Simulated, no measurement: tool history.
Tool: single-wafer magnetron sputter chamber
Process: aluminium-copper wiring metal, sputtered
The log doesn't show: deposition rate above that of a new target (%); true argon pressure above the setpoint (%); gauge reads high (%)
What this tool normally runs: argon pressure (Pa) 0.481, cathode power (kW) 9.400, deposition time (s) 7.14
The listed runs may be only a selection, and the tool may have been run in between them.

run,hour,argon pressure (Pa),cathode power (kW),deposition time (s),wafers since the last listed run,wafers on the sputter target,hours since the last manometer calibration,hours since the magnet pack was replaced,hours since the gauge calibration,"read-back reference wafer on the same gauge, thickness_nm",mean film thickness on the monitor wafer (angstrom)
1,0.0,0.601,10.950,7.14,0,988,1711.4,6858.4,67.8,119.007,1193.54
2,18.2,0.481,9.400,7.14,612,1600,1729.6,6876.6,86.0,118.878,1077.36
3,43.3,0.481,9.400,7.14,844,2445,1754.7,6901.7,111.1,119.168,1074.76
4,64.3,0.595,9.400,7.14,706,3151,1775.7,6922.7,132.1,119.030,1021.24
5,97.6,0.595,9.400,7.14,1120,4272,1809.0,6956.0,165.4,119.092,1017.70
# hour 128.1: sputter target and shields replaced
6,128.6,0.481,7.650,7.14,773,17,1840.0,6987.0,196.4,118.910,851.09
7,177.7,0.481,7.650,7.14,1652,1669,1889.1,7036.1,245.5,119.025,846.67
# hour 186.0: capacitance manometer re-zeroed and calibrated
# hour 190.8: sputter target and shields replaced, repeated, since the last time left the tool worse
8,200.8,0.481,7.650,7.14,348,337,14.8,7059.2,268.6,119.001,889.01
# hour 210.0: magnet pack replaced
9,235.0,0.323,10.650,6.23,881,1219,49.0,25.0,302.8,119.088,1134.66
10,270.2,0.481,7.950,8.50,1184,2403,84.2,60.2,338.0,118.973,1087.73
11,286.2,0.322,9.400,6.56,538,2942,100.2,76.2,354.0,118.969,1052.52
# hour 287.9: gauge calibrated
12,311.1,0.644,7.150,6.25,837,3780,125.1,101.1,23.2,119.000,672.25
# hour 328.2: sputter target and shields replaced
13,329.8,0.299,9.400,7.14,360,54,143.8,119.8,41.9,119.101,1178.55
14,355.7,0.299,9.400,7.14,871,925,169.7,145.7,67.8,119.145,1167.92
15,380.0,0.481,11.600,7.91,817,1743,194.0,170.0,92.1,118.960,1462.50
16,411.9,0.596,8.000,7.59,1073,2816,225.9,201.9,124.0,119.025,929.93

Consider 5 possible next runs. They are alternatives, not a sequence: every one starts from the tool as it was left by run 16. What does each give?
A,412.3,0.481,9.400,7.14,13,2830,226.3,202.3,124.4,?,?
B,412.3,0.481,9.400,6.55,13,2830,226.3,202.3,124.4,?,?
C,412.3,0.623,9.400,7.14,13,2830,226.3,202.3,124.4,?,?
D,412.3,0.352,10.350,7.77,13,2830,226.3,202.3,124.4,?,?
E,412.3,0.406,10.050,8.37,13,2830,226.3,202.3,124.4,?,?

run,"read-back reference wafer on the same gauge, thickness_nm",mean film thickness on the monitor wafer (angstrom)
A,118.980,1073.48
B,118.980,984.77
C,118.980,1013.56
D,118.980,1352.81
E,118.980,1384.79
The same runs, with their run-to-run variation unchanged, on a tool lacking any hidden condition would have given:
run,mean film thickness on the monitor wafer (angstrom)
A,1090.95
B,1000.80
C,1030.07
D,1374.84
E,1407.33
